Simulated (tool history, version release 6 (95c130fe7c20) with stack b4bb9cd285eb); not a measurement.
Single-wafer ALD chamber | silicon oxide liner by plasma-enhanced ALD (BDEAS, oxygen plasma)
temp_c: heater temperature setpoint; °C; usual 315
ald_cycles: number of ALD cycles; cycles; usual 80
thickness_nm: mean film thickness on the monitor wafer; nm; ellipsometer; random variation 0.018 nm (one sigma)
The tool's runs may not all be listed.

run    hour  temp_c  ald_cycles  read-back reference wafer on the same gauge, thickness_nm  thickness_nm
  1     0.0     315          80                                                      5.852         7.224
  2    75.2     315          80                                                      5.846         7.205
  3   161.1     311          80                                                      5.845         7.251
  4   216.5     311          80                                                      5.853         7.269
  5   300.7     315          80                                                      5.848         7.193
  6   400.6     324          87                                                      5.855         7.689
  7   472.8     324          87                                                      5.857         7.714
  8   548.1     315          80                                                      5.854         7.197
  9   637.8     315          80                                                      5.850         7.188
 10   706.5     315          80                                                      5.844         7.203
 11   791.7     315          80                                                      5.846         7.194
 12   863.1     315          80                                                      5.847         7.202
 13   962.0     315          80                                                      5.848         7.232
 14  1200.5     315          80                                                      5.854         7.233
     1287.3  -- thermocouple changed; heater temperature recalibrated
     1361.1  -- gauge calibrated
 15  1390.1     315          80                                                      5.851         7.291
 16  1434.2     304          91                                                      5.851         8.403
 17  1504.1     315          80                                                      5.845         7.259
 18  1592.5     324          88                                                      5.848         7.890
 19  1634.2     301          80                                                      5.848         7.439
 20  1703.3     315          80                                                      5.852         7.209
 21  1797.8     315          80                                                      5.853         7.234
 22  1896.3     315          80                                                      5.850         7.238
 23  1939.5     315          80                                                      5.852         7.231
 24  2043.9     306          95                                                      5.852         8.665
 25  2213.5     315          80                                                      5.848         7.243
 26  2282.6     315          88                                                      5.851         7.964
 27  2324.2     315          80                                                      5.848         7.241
 28  2384.0     322          65                                                      5.849         5.815
 29  2484.2     315          92                                                      5.850         8.337
 30  2562.2     315          71                                                      5.848         6.406
 31  2685.9     315          65                                                      5.846         5.865
 32  2779.8     319          70                                                      5.850         6.254

3 ways to go on from here, each from the tool as it stands after run 32. What would each give?
  A  2780.3     322          80                                                          ?             ?
  B  2780.3     328          73                                                          ?             ?
  C  2780.3     309          74                                                          ?             ?

run  read-back reference wafer on the same gauge, thickness_nm  thickness_nm
  A                                                      5.844         7.156
  B                                                      5.844         6.465
  C                                                      5.844         6.762
Without the tool's hidden state the same runs would have given:
run  thickness_nm
  A         7.211
  B         6.515
  C         6.813

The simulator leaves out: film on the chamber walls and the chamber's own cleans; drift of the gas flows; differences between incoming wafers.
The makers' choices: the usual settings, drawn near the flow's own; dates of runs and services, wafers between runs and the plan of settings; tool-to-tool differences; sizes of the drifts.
